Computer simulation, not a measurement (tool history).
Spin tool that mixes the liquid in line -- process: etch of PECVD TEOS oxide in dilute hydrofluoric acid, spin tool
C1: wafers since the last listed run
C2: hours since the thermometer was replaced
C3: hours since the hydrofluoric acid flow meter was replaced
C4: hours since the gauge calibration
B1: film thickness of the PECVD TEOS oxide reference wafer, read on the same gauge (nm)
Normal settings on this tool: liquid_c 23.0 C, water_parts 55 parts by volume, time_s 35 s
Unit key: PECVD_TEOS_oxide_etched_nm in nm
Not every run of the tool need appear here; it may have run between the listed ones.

run 1 day=0.000 | liquid_c=23.0 water_parts=55 time_s=35 | C1=0 C2=1611.9 C3=1278.2 C4=22.6 | B1=40.01 | PECVD_TEOS_oxide_etched_nm=6.43
run 2 day=0.704 | liquid_c=23.0 water_parts=55 time_s=35 | C1=152 C2=1628.8 C3=1295.1 C4=39.5 | B1=39.96 | PECVD_TEOS_oxide_etched_nm=6.43
run 3 day=1.025 | liquid_c=24.5 water_parts=55 time_s=35 | C1=69 C2=1636.5 C3=1302.8 C4=47.2 | B1=39.99 | PECVD_TEOS_oxide_etched_nm=6.77
run 4 day=1.712 | liquid_c=24.5 water_parts=55 time_s=35 | C1=149 C2=1653.0 C3=1319.3 C4=63.7 | B1=39.98 | PECVD_TEOS_oxide_etched_nm=6.79
run 5 day=1.988 | liquid_c=23.0 water_parts=55 time_s=35 | C1=59 C2=1659.6 C3=1325.9 C4=70.3 | B1=39.99 | PECVD_TEOS_oxide_etched_nm=6.44
run 6 day=2.267 | liquid_c=23.0 water_parts=55 time_s=35 | C1=60 C2=1666.3 C3=1332.6 C4=77.0 | B1=40.00 | PECVD_TEOS_oxide_etched_nm=6.40
run 7 day=2.725 | liquid_c=23.0 water_parts=55 time_s=35 | C1=99 C2=1677.3 C3=1343.6 C4=88.0 | B1=40.00 | PECVD_TEOS_oxide_etched_nm=6.40
run 8 day=3.208 | liquid_c=23.0 water_parts=55 time_s=50 | C1=104 C2=1688.9 C3=1355.2 C4=99.6 | B1=40.01 | PECVD_TEOS_oxide_etched_nm=9.14
run 9 day=3.946 | liquid_c=23.0 water_parts=55 time_s=50 | C1=160 C2=1706.6 C3=1372.9 C4=117.3 | B1=40.03 | PECVD_TEOS_oxide_etched_nm=9.19
run 10 day=4.292 | liquid_c=23.0 water_parts=55 time_s=35 | C1=75 C2=1714.9 C3=1381.2 C4=125.6 | B1=39.98 | PECVD_TEOS_oxide_etched_nm=6.44
-- day=6.146 thermometer replaced
-- day=6.246 gauge calibrated
run 11 day=6.262 | liquid_c=21.5 water_parts=55 time_s=55 | C1=418 C2=2.8 C3=1428.5 C4=0.4 | B1=40.03 | PECVD_TEOS_oxide_etched_nm=8.59
run 12 day=6.850 | liquid_c=25.0 water_parts=70 time_s=35 | C1=127 C2=16.9 C3=1442.6 C4=14.5 | B1=40.03 | PECVD_TEOS_oxide_etched_nm=4.79
-- day=6.933 hydrofluoric acid flow meter replaced
run 13 day=7.229 | liquid_c=23.0 water_parts=55 time_s=25 | C1=73 C2=26.0 C3=7.1 C4=23.6 | B1=39.99 | PECVD_TEOS_oxide_etched_nm=4.63
run 14 day=7.871 | liquid_c=21.0 water_parts=55 time_s=35 | C1=139 C2=41.4 C3=22.5 C4=39.0 | B1=39.99 | PECVD_TEOS_oxide_etched_nm=5.93
run 15 day=8.329 | liquid_c=27.0 water_parts=40 time_s=30 | C1=99 C2=52.4 C3=33.5 C4=50.0 | B1=40.01 | PECVD_TEOS_oxide_etched_nm=9.22
run 16 day=8.904 | liquid_c=21.5 water_parts=65 time_s=25 | C1=124 C2=66.2 C3=47.3 C4=63.8 | B1=40.00 | PECVD_TEOS_oxide_etched_nm=3.63
run 17 day=9.571 | liquid_c=23.0 water_parts=55 time_s=35 | C1=144 C2=82.2 C3=63.3 C4=79.8 | B1=39.98 | PECVD_TEOS_oxide_etched_nm=6.47
run 18 day=10.025 | liquid_c=20.5 water_parts=55 time_s=30 | C1=98 C2=93.1 C3=74.2 C4=90.7 | B1=40.00 | PECVD_TEOS_oxide_etched_nm=4.99
run 19 day=10.567 | liquid_c=23.0 water_parts=80 time_s=35 | C1=117 C2=106.1 C3=87.2 C4=103.7 | B1=39.99 | PECVD_TEOS_oxide_etched_nm=4.32

Forecast each of these 3 alternatives for the next run:
run A day=10.583 | liquid_c=28.0 water_parts=55 time_s=35 | C1=3 C2=106.5 C3=87.6 C4=104.1 | B1=? | PECVD_TEOS_oxide_etched_nm=?
run B day=10.583 | liquid_c=19.0 water_parts=35 time_s=35 | C1=3 C2=106.5 C3=87.6 C4=104.1 | B1=? | PECVD_TEOS_oxide_etched_nm=?
run C day=10.583 | liquid_c=23.0 water_parts=45 time_s=25 | C1=3 C2=106.5 C3=87.6 C4=104.1 | B1=? | PECVD_TEOS_oxide_etched_nm=?

run=A B1=40.02 PECVD_TEOS_oxide_etched_nm=7.90
run=B B1=40.02 PECVD_TEOS_oxide_etched_nm=8.79
run=C B1=40.02 PECVD_TEOS_oxide_etched_nm=5.71
Had the tool no hidden state, the same runs would have come out as:
run=A PECVD_TEOS_oxide_etched_nm=8.04
run=B PECVD_TEOS_oxide_etched_nm=8.93
run=C PECVD_TEOS_oxide_etched_nm=5.80

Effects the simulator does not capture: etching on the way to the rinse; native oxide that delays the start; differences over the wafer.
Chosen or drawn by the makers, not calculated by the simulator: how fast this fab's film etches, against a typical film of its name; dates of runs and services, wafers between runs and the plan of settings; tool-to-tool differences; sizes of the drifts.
